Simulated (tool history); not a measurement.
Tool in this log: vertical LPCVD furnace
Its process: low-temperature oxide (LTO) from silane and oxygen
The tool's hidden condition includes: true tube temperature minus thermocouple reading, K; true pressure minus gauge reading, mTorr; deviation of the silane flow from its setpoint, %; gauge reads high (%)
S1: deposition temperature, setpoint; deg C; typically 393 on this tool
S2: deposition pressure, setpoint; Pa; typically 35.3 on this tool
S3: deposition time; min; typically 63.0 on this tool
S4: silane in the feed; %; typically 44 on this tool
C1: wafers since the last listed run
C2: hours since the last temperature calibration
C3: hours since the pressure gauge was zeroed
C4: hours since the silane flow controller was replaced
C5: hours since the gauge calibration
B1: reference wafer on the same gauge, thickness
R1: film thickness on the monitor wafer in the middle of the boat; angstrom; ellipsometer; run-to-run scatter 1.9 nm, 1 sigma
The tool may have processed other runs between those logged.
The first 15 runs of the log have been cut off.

| run | hour | S1 | S2 | S3 | S4 | C1 | C2 | C3 | C4 | C5 | B1 | R1 |
|---|---|---|---|---|---|---|---|---|---|---|---|---|
| 16 | 1264.1 | 396 | 35.3 | 63.0 | 37 | 1078 | 1593.6 | 3757.3 | 88.4 | 2829.6 | 855.31 | 6264.4 |
|  | 1321.6 | gauge calibrated |
| 17 | 1332.9 | 400 | 35.3 | 63.0 | 44 | 997 | 1662.4 | 3826.1 | 157.2 | 11.3 | 853.99 | 8007.6 |
| 18 | 1472.7 | 393 | 35.3 | 63.0 | 35 | 2027 | 1802.2 | 3965.9 | 297.0 | 151.1 | 855.95 | 5616.7 |
|  | 1573.1 | thermocouples replaced and temperature profile calibrated |
| 19 | 1573.6 | 393 | 35.3 | 75.0 | 50 | 1115 | 0.5 | 4066.8 | 397.9 | 252.0 | 854.75 | 10059.5 |
| 20 | 1608.3 | 393 | 41.3 | 63.0 | 44 | 503 | 35.2 | 4101.5 | 432.6 | 286.7 | 855.54 | 8697.5 |
| 21 | 1702.5 | 393 | 35.3 | 63.0 | 44 | 1365 | 129.4 | 4195.7 | 526.8 | 380.9 | 855.47 | 7402.7 |
| 22 | 1766.7 | 402 | 32.7 | 63.0 | 44 | 930 | 193.6 | 4259.9 | 591.0 | 445.1 | 854.66 | 7556.0 |
|  | 1843.0 | pressure gauge zeroed |
| 23 | 1843.5 | 386 | 35.3 | 72.5 | 44 | 765 | 270.4 | 0.5 | 667.8 | 521.9 | 855.29 | 7868.5 |
| 24 | 1919.8 | 393 | 35.3 | 63.0 | 44 | 1106 | 346.7 | 76.8 | 744.1 | 598.2 | 855.00 | 7446.0 |
| 25 | 1963.6 | 386 | 30.0 | 39.5 | 44 | 635 | 390.5 | 120.6 | 787.9 | 642.0 | 855.06 | 3626.2 |
| 26 | 2069.7 | 393 | 35.3 | 49.5 | 40 | 1538 | 496.6 | 226.7 | 894.0 | 748.1 | 855.83 | 5175.2 |
| 27 | 2151.1 | 393 | 35.3 | 63.0 | 44 | 1180 | 578.0 | 308.1 | 975.4 | 829.5 | 855.10 | 7394.0 |
| 28 | 2198.9 | 393 | 35.3 | 63.0 | 44 | 693 | 625.8 | 355.9 | 1023.2 | 877.3 | 854.54 | 7401.9 |
| 29 | 2294.7 | 393 | 35.3 | 63.0 | 44 | 1389 | 721.6 | 451.7 | 1119.0 | 973.1 | 855.38 | 7367.0 |
| 30 | 2346.5 | 393 | 35.3 | 40.5 | 39 | 751 | 773.4 | 503.5 | 1170.8 | 1024.9 | 854.29 | 4132.7 |
| 31 | 2419.3 | 402 | 35.3 | 78.5 | 44 | 1055 | 846.2 | 576.3 | 1243.6 | 1097.7 | 854.21 | 10146.3 |
| 32 | 2633.3 | 393 | 30.7 | 63.0 | 44 | 3103 | 1060.2 | 790.3 | 1457.6 | 1311.7 | 854.40 | 6403.2 |

Predict each of these 3 candidate next runs independently; none follows another, all start after run 32:
| A | 2637.9 | 393 | 35.3 | 63.0 | 44 | 66 | 1064.8 | 794.9 | 1462.2 | 1316.3 | ? | ? |
| B | 2637.9 | 403 | 42.7 | 85.0 | 44 | 66 | 1064.8 | 794.9 | 1462.2 | 1316.3 | ? | ? |
| C | 2637.9 | 389 | 27.3 | 73.5 | 44 | 66 | 1064.8 | 794.9 | 1462.2 | 1316.3 | ? | ? |

| run | B1 | R1 |
|---|---|---|
| A | 854.45 | 7399.0 |
| B | 854.45 | 13430.1 |
| C | 854.45 | 6387.3 |
With the hidden condition removed and each run's random variation left untouched, the same runs would have given:
| run | R1 |
|---|---|
| A | 7467.3 |
| B | 13549.9 |
| C | 6447.1 |
